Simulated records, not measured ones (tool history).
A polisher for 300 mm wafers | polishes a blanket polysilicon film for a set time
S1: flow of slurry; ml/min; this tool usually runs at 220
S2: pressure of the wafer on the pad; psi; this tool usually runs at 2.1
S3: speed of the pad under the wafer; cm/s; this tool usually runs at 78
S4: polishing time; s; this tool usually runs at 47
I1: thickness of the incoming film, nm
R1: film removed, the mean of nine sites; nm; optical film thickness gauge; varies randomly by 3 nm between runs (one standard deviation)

run 1 hour=0.0 | S1=220 S2=2.1 S3=78 S4=47 | I1=1678.6 | R1=189.6
run 2 hour=93.1 | S1=220 S2=2.1 S3=78 S4=47 | I1=1655.3 | R1=189.9
run 3 hour=172.2 | S1=220 S2=2.1 S3=78 S4=47 | I1=1648.4 | R1=189.9
run 4 hour=273.9 | S1=220 S2=2.1 S3=78 S4=47 | I1=1669.4 | R1=192.9
run 5 hour=341.7 | S1=220 S2=2.1 S3=78 S4=47 | I1=1668.1 | R1=187.6
-- hour=368.0 slurry nozzle cleaned
run 6 hour=404.2 | S1=220 S2=2.1 S3=78 S4=47 | I1=1682.6 | R1=189.4
-- hour=422.3 worn pad replaced by a new one
run 7 hour=467.1 | S1=220 S2=2.1 S3=78 S4=47 | I1=1660.7 | R1=182.6
run 8 hour=519.7 | S1=220 S2=2.1 S3=78 S4=57 | I1=1667.2 | R1=228.0
-- hour=542.3 head pressure recalibrated
run 9 hour=589.0 | S1=220 S2=2.1 S3=78 S4=57 | I1=1659.1 | R1=239.9
run 10 hour=663.9 | S1=220 S2=2.1 S3=78 S4=47 | I1=1659.1 | R1=199.5
run 11 hour=764.7 | S1=220 S2=2.1 S3=78 S4=47 | I1=1676.9 | R1=198.6
run 12 hour=868.3 | S1=220 S2=2.1 S3=78 S4=47 | I1=1652.9 | R1=196.8
run 13 hour=908.7 | S1=220 S2=2.1 S3=90 S4=47 | I1=1663.3 | R1=226.5
-- hour=916.0 slurry nozzle cleaned
run 14 hour=954.3 | S1=220 S2=2.1 S3=90 S4=47 | I1=1670.7 | R1=222.9
-- hour=1009.6 worn pad replaced by a new one
run 15 hour=1046.8 | S1=180 S2=2.5 S3=78 S4=47 | I1=1685.2 | R1=224.6
run 16 hour=1118.4 | S1=220 S2=2.7 S3=78 S4=47 | I1=1640.5 | R1=236.7
run 17 hour=1168.5 | S1=190 S2=2.1 S3=70 S4=47 | I1=1660.2 | R1=168.9
run 18 hour=1239.6 | S1=220 S2=2.1 S3=78 S4=61 | I1=1628.0 | R1=246.7
run 19 hour=1345.2 | S1=220 S2=2.1 S3=78 S4=42 | I1=1652.4 | R1=169.2
run 20 hour=1419.7 | S1=220 S2=2.1 S3=78 S4=47 | I1=1635.7 | R1=188.0
run 21 hour=1487.2 | S1=220 S2=2.1 S3=78 S4=31 | I1=1671.7 | R1=124.2
-- hour=1560.7 slurry nozzle cleaned
run 22 hour=1588.3 | S1=185 S2=2.1 S3=78 S4=42 | I1=1649.3 | R1=163.7
-- hour=1603.8 worn pad replaced by a new one
run 23 hour=1632.3 | S1=200 S2=2.1 S3=90 S4=57 | I1=1650.9 | R1=258.2
run 24 hour=1671.8 | S1=180 S2=2.1 S3=78 S4=47 | I1=1663.7 | R1=179.3
run 25 hour=1745.0 | S1=220 S2=1.4 S3=98 S4=47 | I1=1645.2 | R1=166.3
-- hour=1792.0 head pressure recalibrated
run 26 hour=1836.1 | S1=220 S2=2.1 S3=78 S4=47 | I1=1683.4 | R1=198.6
run 27 hour=1883.7 | S1=220 S2=2.1 S3=78 S4=47 | I1=1679.0 | R1=195.5
run 28 hour=1978.5 | S1=220 S2=2.1 S3=78 S4=47 | I1=1635.0 | R1=197.6
run 29 hour=2054.6 | S1=190 S2=1.8 S3=78 S4=47 | I1=1668.4 | R1=168.5
-- hour=2096.7 slurry nozzle cleaned
-- hour=2143.7 worn pad replaced by a new one
run 30 hour=2149.0 | S1=220 S2=2.1 S3=68 S4=47 | I1=1661.4 | R1=169.4
run 31 hour=2186.2 | S1=220 S2=2.1 S3=78 S4=47 | I1=1636.8 | R1=195.0
run 32 hour=2236.5 | S1=220 S2=2.1 S3=78 S4=47 | I1=1643.3 | R1=190.2
run 33 hour=2305.5 | S1=220 S2=2.1 S3=78 S4=47 | I1=1682.1 | R1=188.2
run 34 hour=2428.3 | S1=220 S2=2.6 S3=78 S4=33 | I1=1659.8 | R1=159.7
run 35 hour=2520.6 | S1=220 S2=2.1 S3=78 S4=47 | I1=1689.7 | R1=190.9
run 36 hour=2570.1 | S1=220 S2=2.1 S3=50 S4=58 | I1=1665.3 | R1=144.4

Below are 5 alternative next runs, each starting from the tool's condition after run 36. Predict each:
run A hour=2570.5 | S1=220 S2=2.1 S3=62 S4=47 | I1=1653.5 | R1=?
run B hour=2570.5 | S1=220 S2=2.1 S3=78 S4=32 | I1=1653.5 | R1=?
run C hour=2570.5 | S1=220 S2=2.5 S3=92 S4=54 | I1=1653.5 | R1=?
run D hour=2570.5 | S1=275 S2=1.7 S3=78 S4=54 | I1=1653.5 | R1=?
run E hour=2570.5 | S1=220 S2=2.5 S3=104 S4=34 | I1=1653.5 | R1=?

run=A R1=150.9
run=B R1=129.2
run=C R1=299.0
run=D R1=186.6
run=E R1=212.8
Stripped of hidden state, with their random variation kept, the same runs would have yielded:
run=A R1=162.6
run=B R1=139.3
run=C R1=322.3
run=D R1=201.1
run=E R1=229.4

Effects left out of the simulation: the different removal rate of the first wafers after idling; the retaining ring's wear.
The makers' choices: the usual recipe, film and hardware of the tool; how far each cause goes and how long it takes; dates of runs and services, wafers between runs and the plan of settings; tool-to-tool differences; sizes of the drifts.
